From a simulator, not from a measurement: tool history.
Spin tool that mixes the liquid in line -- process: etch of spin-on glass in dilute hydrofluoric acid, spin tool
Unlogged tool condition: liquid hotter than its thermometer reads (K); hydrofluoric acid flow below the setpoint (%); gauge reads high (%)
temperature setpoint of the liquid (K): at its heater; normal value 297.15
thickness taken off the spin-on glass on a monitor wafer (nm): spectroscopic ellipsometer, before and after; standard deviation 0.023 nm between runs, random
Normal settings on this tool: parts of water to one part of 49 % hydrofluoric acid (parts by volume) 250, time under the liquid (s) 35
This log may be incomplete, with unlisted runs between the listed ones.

run   hour  temperature setpoint of the liquid (K)  parts of water to one part of 49 % hydrofluoric acid (parts by volume)  time under the liquid (s)  wafers since the last listed run  hours since the thermometer was replaced  hours since the hydrofluoric acid flow meter was replaced  hours since the gauge calibration  read-back film thickness of the spin-on glass reference wafer, read on the same gauge (nm)  thickness taken off the spin-on glass on a monitor wafer (nm)
  1      0                                  297.15                                                                     210                         35                                 0                                     799.5                                                      601.2                              902.3                                                                                     150.001                                                          5.394
  2   62.1                                  297.15                                                                     210                         35                               605                                     861.6                                                      663.3                              964.4                                                                                     150.032                                                          5.436
  3  116.4                                  297.15                                                                     250                         35                               529                                     915.9                                                      717.6                             1018.7                                                                                     150.031                                                          4.358
  4  186.3                                  297.15                                                                     250                         35                               681                                     985.8                                                      787.5                             1088.6                                                                                     149.951                                                          4.405
  5  252.9                                  297.15                                                                     250                         35                               649                                    1052.4                                                      854.1                             1155.2                                                                                     150.009                                                          4.392
     308.7  -- hydrofluoric acid flow meter replaced
  6  320.3                                  294.65                                                                     250                         35                               647                                    1119.8                                                       11.6                             1222.6                                                                                     149.984                                                          4.032
  7  388.2                                  301.15                                                                     215                         35                               662                                    1187.7                                                       79.5                             1290.5                                                                                     149.964                                                          6.141
  8    420                                  301.15                                                                     215                         35                               310                                    1219.5                                                      111.3                             1322.3                                                                                      149.96                                                          6.139
  9  462.5                                  301.15                                                                     215                         35                               414                                      1262                                                      153.8                             1364.8                                                                                     149.994                                                          6.088
 10  497.6                                  297.15                                                                     250                         35                               342                                    1297.1                                                      188.9                             1399.9                                                                                      150.01                                                          4.401
 11  521.8                                  297.15                                                                     250                         35                               235                                    1321.3                                                      213.1                             1424.1                                                                                     150.001                                                          4.388
 12  589.6                                  297.15                                                                     250                         35                               661                                    1389.1                                                      280.9                             1491.9                                                                                     150.006                                                          4.369
 13  634.7                                  297.15                                                                     250                         35                               439                                    1434.2                                                        326                               1537                                                                                     150.003                                                          4.452
 14    660                                  297.15                                                                     210                         20                               246                                    1459.5                                                      351.3                             1562.3                                                                                     150.019                                                          3.159
     681.5  -- gauge calibrated
 15    690                                  297.15                                                                     210                         20                               292                                    1489.5                                                      381.3                                8.5                                                                                     149.999                                                          3.122
 16  741.2                                  297.15                                                                     250                         35                               499                                    1540.7                                                      432.5                               59.7                                                                                     149.965                                                          4.377
 17  782.7                                  297.15                                                                     305                         55                               404                                    1582.2                                                        474                              101.2                                                                                     149.955                                                          5.394
 18  926.4                                  297.15                                                                     250                         35                              1401                                    1725.9                                                      617.7                              244.9                                                                                     149.995                                                          4.486
 19  966.3                                  297.15                                                                     370                         55                               389                                    1765.8                                                      657.6                              284.8                                                                                     149.994                                                          4.201

The next listed run, before its measurement:
 20  1011.5                                  297.15                                                                     375                         20                               440                                      1811                                                      702.8                                330                                                                                           ?                                                              ?

Run 20 produced read-back film thickness of the spin-on glass reference wafer, read on the same gauge (nm) 150.016, thickness taken off the spin-on glass on a monitor wafer (nm) 1.507.
With the hidden condition absent and the run-to-run variation left alone, this run would have shown thickness taken off the spin-on glass on a monitor wafer (nm) 1.461.
